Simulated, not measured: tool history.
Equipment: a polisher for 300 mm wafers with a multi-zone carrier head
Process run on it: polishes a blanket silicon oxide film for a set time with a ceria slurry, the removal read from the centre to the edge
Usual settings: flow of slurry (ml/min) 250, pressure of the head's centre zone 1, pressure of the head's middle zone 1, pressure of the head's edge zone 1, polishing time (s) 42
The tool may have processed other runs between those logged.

run	day	flow of slurry (ml/min)	pressure of the head's centre zone	pressure of the head's middle zone	pressure of the head's edge zone	polishing time (s)	incoming thickness of the incoming film, nm	film removed at the wafer's centre (Å)	film removed at mid-radius (Å)	film removed at the wafer's edge (Å)
1	0	250	1	1	0.91	46	1708.6	2758	2562	2490
2	1.438	175	1	1	1	42	1707.7	2359	2186	2322
# day 3.088: carrier head's membrane replaced by a new one
3	4.629	250	0.94	1	1	28	1696.3	1608	1591	1602
4	5.608	250	1.07	0.93	1	42	1720.5	2691	2201	2365
5	6.346	175	0.97	1.09	0.91	42	1728.4	2316	2396	2183
6	7.567	250	1	1	1	42	1750.6	2574	2330	2386
7	8.654	250	1	1	1	34	1742.6	2101	1897	1908
8	9.45	250	1	1	1	42	1690.9	2613	2358	2381
# day 10.833: worn pad replaced by a new one
# day 11.079: slurry nozzle cleaned
9	11.292	250	1	1	1	42	1700.7	2632	2342	2391
# day 12.258: centre zone pressure recalibrated
10	12.508	175	1.05	1	0.88	42	1729.3	2314	2205	2151
11	13.654	250	1	1	1	48	1748.5	2717	2724	2713
12	14.204	225	1	1	1	28	1715.1	1535	1537	1551
13	14.717	335	1	1.11	1	42	1695.1	2439	2671	2438
14	15.254	250	1	1	1	42	1728.1	2336	2313	2399
15	16.467	180	1	0.9	0.92	36	1743.2	1911	1753	1909
16	17.504	250	1.03	1	1	42	1703.6	2407	2335	2377
17	18.433	335	0.91	0.97	1	42	1711.6	2269	2359	2411
18	19.138	250	1.08	0.93	1	32	1730.4	1924	1686	1812
# day 20.554: worn pad replaced by a new one
19	20.604	250	1	1	1	42	1711.6	2380	2332	2368
# day 20.717: slurry nozzle cleaned
20	21.883	310	0.9	0.91	1	50	1730.3	2698	2664	2871
21	22.888	250	0.95	1	1	31	1703.5	1668	1731	1767
22	24.192	300	1	1	1	42	1740.4	2462	2402	2425

Below are 4 alternative next runs, each starting from the tool's condition after run 22. Predict each:
A	24.208	250	1	1	1	42	1747.9	?	?	?
B	24.208	335	1	1	1	42	1747.9	?	?	?
C	24.208	250	1	1	1	36	1747.9	?	?	?
D	24.208	250	0.89	1	1	42	1747.9	?	?	?

run	film removed at the wafer's centre (Å)	film removed at mid-radius (Å)	film removed at the wafer's edge (Å)
A	2395	2385	2378
B	2480	2462	2436
C	2053	2044	2039
D	2178	2386	2378
The same runs, with their run-to-run variation unchanged, on a tool lacking any hidden condition would have given:
run	film removed at the wafer's centre (Å)	film removed at mid-radius (Å)	film removed at the wafer's edge (Å)
A	2371	2385	2378
B	2455	2462	2436
C	2032	2044	2039
D	2156	2386	2378
